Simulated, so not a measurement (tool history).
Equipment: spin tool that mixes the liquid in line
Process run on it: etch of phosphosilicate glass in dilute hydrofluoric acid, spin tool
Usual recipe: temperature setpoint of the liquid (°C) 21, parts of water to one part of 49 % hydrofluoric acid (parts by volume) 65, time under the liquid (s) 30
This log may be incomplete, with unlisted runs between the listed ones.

run,hour,temperature setpoint of the liquid (°C),parts of water to one part of 49 % hydrofluoric acid (parts by volume),time under the liquid (s),wafers since the last listed run,hours since the thermometer was replaced,hours since the hydrofluoric acid flow meter was replaced,hours since the gauge calibration,"read-back film thickness of the phosphosilicate glass reference wafer, read on the same gauge (nm)",thickness taken off the phosphosilicate glass on a monitor wafer (nm)
1,0,21,85,35,0,904.7,675.5,1468.8,90.02,48.19
2,42.1,21,65,30,893,946.8,717.6,1510.9,89.98,55.19
3,91,21,65,30,1038,995.7,766.5,1559.8,90.01,54.72
# hour 152.3: thermometer replaced
4,155.9,21,65,30,1356,3.6,831.4,1624.7,89.99,56.66
5,250,21,65,30,1997,97.7,925.5,1718.8,90.01,56.73
6,319.9,23.5,65,30,1484,167.6,995.4,1788.7,90.03,61.96
7,423.5,23.5,65,30,2199,271.2,1099,1892.3,90.01,62.21
8,483.6,23.5,65,30,1276,331.3,1159.1,1952.4,89.97,62.12
9,586.1,19.5,65,30,2176,433.8,1261.6,2054.9,90.01,51.95
# hour 666.9: gauge calibrated
10,694.1,19.5,65,30,2293,541.8,1369.6,27.2,90,51.69
11,798.2,17.5,65,30,2210,645.9,1473.7,131.3,90.02,47.5
12,902.7,17.5,65,30,2218,750.4,1578.2,235.8,89.99,47.14
13,996,21,65,45,1980,843.7,1671.5,329.1,90.02,82.07
14,1075,26,65,30,1677,922.7,1750.5,408.1,90.02,66.11
15,1130.9,21,65,30,1186,978.6,1806.4,464,90.01,53.82
# hour 1186.7: thermometer replaced
16,1214.8,18,45,50,1760,28.1,1890.3,547.9,89.99,119.64
17,1322.1,25,65,30,2278,135.4,1997.6,655.2,89.99,65.11
18,1418.7,25.5,65,30,2051,232,2094.2,751.8,90.03,65.75
# hour 1525.3: hydrofluoric acid flow meter replaced
19,1678.8,21,75,30,5501,492.1,153.5,1011.9,89.98,48.77
20,1723.3,21,65,30,944,536.6,198,1056.4,90,57.05
21,1792.4,21,90,25,1467,605.7,267.1,1125.5,90.01,33.07
22,1852.7,21,85,35,1280,666,327.4,1185.8,90.01,49.32
23,1914.3,25.5,65,45,1307,727.6,389,1247.4,90.01,101.46
24,1956.3,21,90,30,891,769.6,431,1289.4,90,39.23
25,2049.2,21,75,45,1972,862.5,523.9,1382.3,89.99,71.65
26,2097.5,21,45,15,1025,910.8,572.2,1430.6,90,41.14
27,2204.5,21,65,30,2271,1017.8,679.2,1537.6,90.01,55.52
28,2301.9,21,65,25,2067,1115.2,776.6,1635,89.99,46.1
# hour 2336.8: thermometer replaced
29,2370.5,26,95,45,1435,33.7,845.2,1703.6,90.03,68.88
30,2475.5,17,80,15,2229,138.7,950.2,1808.6,90,19.13
# hour 2522.8: gauge calibrated
31,2573.8,21,65,20,2087,237,1048.5,51,90.01,37.87
32,2671.8,17,65,30,2080,335,1146.5,149,90.01,47.28
33,2842.8,21,40,25,3630,506,1317.5,320,90.02,77.7

Each row is a separate what-if for the run after 33, all from the same tool condition, not one after another. Results?
A,2843.2,24.5,65,30,8,506.4,1317.9,320.4,?,?
B,2843.2,19.5,75,15,8,506.4,1317.9,320.4,?,?
C,2843.2,24,50,40,8,506.4,1317.9,320.4,?,?

run,"read-back film thickness of the phosphosilicate glass reference wafer, read on the same gauge (nm)",thickness taken off the phosphosilicate glass on a monitor wafer (nm)
A,90.02,64.04
B,90.02,22.3
C,90.02,110.98
What these runs would have given with no unlogged condition in the tool:
run,thickness taken off the phosphosilicate glass on a monitor wafer (nm)
A,66.91
B,23.31
C,115.91
